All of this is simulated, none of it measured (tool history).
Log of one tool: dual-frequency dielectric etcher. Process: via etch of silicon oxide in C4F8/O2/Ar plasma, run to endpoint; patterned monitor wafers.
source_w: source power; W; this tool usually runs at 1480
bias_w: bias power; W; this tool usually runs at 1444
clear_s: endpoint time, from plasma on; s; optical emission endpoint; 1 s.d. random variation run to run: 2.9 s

| run | hour | source_w | bias_w | wafers since the last listed run | hours since the last wet clean | hours since the last source power generator calibration | hours since the last bias power generator calibration | hours since the last upper electrode change | incoming incoming film thickness, nm | clear_s |
|---|---|---|---|---|---|---|---|---|---|---|
| 1 | 0 | 1690 | 1367 | 0 | 335.8 | 1793.3 | 4161.1 | 3961.9 | 1934.7 | 434.4 |
| 2 | 9 | 1690 | 1367 | 32 | 344.8 | 1802.3 | 4170.1 | 3970.9 | 1936.7 | 441.7 |
| 3 | 26.8 | 1480 | 1444 | 65 | 362.6 | 1820.1 | 4187.9 | 3988.7 | 1948.4 | 454.9 |
| 4 | 40.9 | 1480 | 1444 | 51 | 376.7 | 1834.2 | 4202 | 4002.8 | 1931.2 | 453.8 |
| 5 | 55.3 | 1480 | 1444 | 52 | 391.1 | 1848.6 | 4216.4 | 4017.2 | 1941.9 | 452.3 |
| 6 | 69.6 | 1480 | 1444 | 52 | 405.4 | 1862.9 | 4230.7 | 4031.5 | 1941.8 | 452.9 |
| 7 | 81.1 | 1480 | 1444 | 42 | 416.9 | 1874.4 | 4242.2 | 4043 | 1936.3 | 453.4 |
| 8 | 95.1 | 1480 | 1444 | 51 | 430.9 | 1888.4 | 4256.2 | 4057 | 1947.6 | 448.6 |
| 9 | 107 | 1480 | 1444 | 43 | 442.8 | 1900.3 | 4268.1 | 4068.9 | 1936.8 | 457.8 |
|  | 136.2 | wet clean of the chamber |
| 10 | 136.7 | 1480 | 1444 | 20 | 0.5 | 1930 | 4297.8 | 4098.6 | 1959.3 | 435.5 |
| 11 | 137.1 | 1480 | 1444 | 1 | 0.9 | 1930.4 | 4298.2 | 4099 | 1957.5 | 441.4 |
|  | 143.9 | bias power generator calibrated |
| 12 | 144.4 | 1480 | 1444 | 12 | 8.2 | 1937.7 | 0.5 | 4106.3 | 1933.9 | 431.2 |
| 13 | 153.7 | 1260 | 1259 | 33 | 17.5 | 1947 | 9.8 | 4115.6 | 1930.4 | 482.1 |
| 14 | 183.5 | 1260 | 1259 | 108 | 47.3 | 1976.8 | 39.6 | 4145.4 | 1945.7 | 488 |

Estimate the outcome of run 15 from the log above:
|  | 189 | source power generator calibrated |
| 15 | 191.7 | 1350 | 1606 | 15 | 55.5 | 2.7 | 47.8 | 4153.6 | 1922.5 | ? |

{"run 15": {"clear_s": 421.2}}
Minus the tool's unlogged condition, the same run would have read clear_s 419.5 s.

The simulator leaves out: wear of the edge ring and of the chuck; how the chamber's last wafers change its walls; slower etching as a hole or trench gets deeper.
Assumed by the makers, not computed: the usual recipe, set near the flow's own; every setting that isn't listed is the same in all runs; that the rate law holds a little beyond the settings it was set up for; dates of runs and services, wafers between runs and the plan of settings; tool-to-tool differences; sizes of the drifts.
